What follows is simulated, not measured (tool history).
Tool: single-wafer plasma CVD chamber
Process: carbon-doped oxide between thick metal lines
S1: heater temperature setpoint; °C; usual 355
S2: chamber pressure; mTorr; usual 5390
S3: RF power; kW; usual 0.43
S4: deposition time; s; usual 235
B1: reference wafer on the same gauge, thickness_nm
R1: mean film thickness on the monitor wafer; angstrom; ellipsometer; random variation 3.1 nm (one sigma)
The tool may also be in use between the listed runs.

run 1 hour=0 | S1=355 S2=5390 S3=0.43 S4=235 | B1=959.062 | R1=10590.25
run 2 hour=40.7 | S1=355 S2=4330 S3=0.43 S4=235 | B1=959.991 | R1=10247.96
run 3 hour=118.8 | S1=341 S2=5390 S3=0.455 S4=235 | B1=959.739 | R1=11417.52
run 4 hour=177.9 | S1=359 S2=5910 S3=0.43 S4=235 | B1=960.153 | R1=10590.27
run 5 hour=215.8 | S1=355 S2=5390 S3=0.43 S4=235 | B1=959.284 | R1=10562.45
-- hour=270.5 RF generator calibrated
run 6 hour=291 | S1=346 S2=4220 S3=0.365 S4=235 | B1=959.565 | R1=9558.92
-- hour=354.1 gauge calibrated
run 7 hour=394.6 | S1=361 S2=5390 S3=0.515 S4=268 | B1=959.72 | R1=13461.47
run 8 hour=473.8 | S1=344 S2=5390 S3=0.43 S4=263 | B1=960.48 | R1=12346.16
-- hour=575.3 thermocouple changed; heater temperature recalibrated
run 9 hour=578.1 | S1=355 S2=5390 S3=0.43 S4=275 | B1=959.975 | R1=12571.12
run 10 hour=661 | S1=359 S2=6220 S3=0.43 S4=258 | B1=959.809 | R1=11906.32
run 11 hour=831.1 | S1=349 S2=6650 S3=0.43 S4=235 | B1=959.112 | R1=11154.07
run 12 hour=900.4 | S1=344 S2=5390 S3=0.35 S4=235 | B1=960.036 | R1=9633.7
-- hour=932.4 showerhead replaced
run 13 hour=967.7 | S1=345 S2=5390 S3=0.43 S4=235 | B1=959.387 | R1=10932.81
run 14 hour=1048.4 | S1=355 S2=5390 S3=0.39 S4=197 | B1=960.866 | R1=8428.62
run 15 hour=1104 | S1=355 S2=5390 S3=0.38 S4=235 | B1=960.355 | R1=9831.42
run 16 hour=1163.7 | S1=366 S2=5390 S3=0.43 S4=235 | B1=960.311 | R1=10416.09
run 17 hour=1244.6 | S1=341 S2=5390 S3=0.495 S4=235 | B1=960.759 | R1=11982.04
run 18 hour=1314.3 | S1=355 S2=5390 S3=0.43 S4=235 | B1=959.709 | R1=10635.78
run 19 hour=1372.2 | S1=359 S2=4440 S3=0.37 S4=194 | B1=960.406 | R1=7653.94
run 20 hour=1447.9 | S1=355 S2=5390 S3=0.43 S4=235 | B1=960.075 | R1=10529.58
run 21 hour=1549.5 | S1=351 S2=4160 S3=0.43 S4=235 | B1=959.291 | R1=10304.39
run 22 hour=1653.6 | S1=343 S2=5780 S3=0.375 S4=250 | B1=959.89 | R1=10664.88
run 23 hour=1728.7 | S1=355 S2=5390 S3=0.43 S4=235 | B1=959.248 | R1=10522.8
run 24 hour=1834.5 | S1=355 S2=6600 S3=0.43 S4=235 | B1=960.351 | R1=10748.53
run 25 hour=1931.6 | S1=355 S2=5390 S3=0.43 S4=235 | B1=959.794 | R1=10457.77
run 26 hour=2033.6 | S1=355 S2=6190 S3=0.43 S4=263 | B1=959.926 | R1=11811.53
-- hour=2090.9 capacitance manometer re-zeroed and calibrated
run 27 hour=2133.3 | S1=355 S2=4290 S3=0.43 S4=235 | B1=960.498 | R1=10062.23

5 ways to go on from here, each from the tool as it stands after run 27. What would each give?
run A hour=2133.8 | S1=355 S2=5390 S3=0.4 S4=235 | B1=? | R1=?
run B hour=2133.8 | S1=346 S2=4340 S3=0.455 S4=251 | B1=? | R1=?
run C hour=2133.8 | S1=355 S2=5390 S3=0.43 S4=191 | B1=? | R1=?
run D hour=2133.8 | S1=366 S2=6440 S3=0.49 S4=221 | B1=? | R1=?
run E hour=2133.8 | S1=355 S2=4200 S3=0.43 S4=235 | B1=? | R1=?

run=A B1=959.715 R1=10002.81
run=B B1=959.715 R1=11512.74
run=C B1=959.715 R1=8530.88
run=D B1=959.715 R1=10715.5
run=E B1=959.715 R1=10107.74
Without the tool's hidden state the same runs would have given:
run=A R1=10395.2
run=B R1=11962.29
run=C R1=8864.94
run=D R1=11072.88
run=E R1=10502.42

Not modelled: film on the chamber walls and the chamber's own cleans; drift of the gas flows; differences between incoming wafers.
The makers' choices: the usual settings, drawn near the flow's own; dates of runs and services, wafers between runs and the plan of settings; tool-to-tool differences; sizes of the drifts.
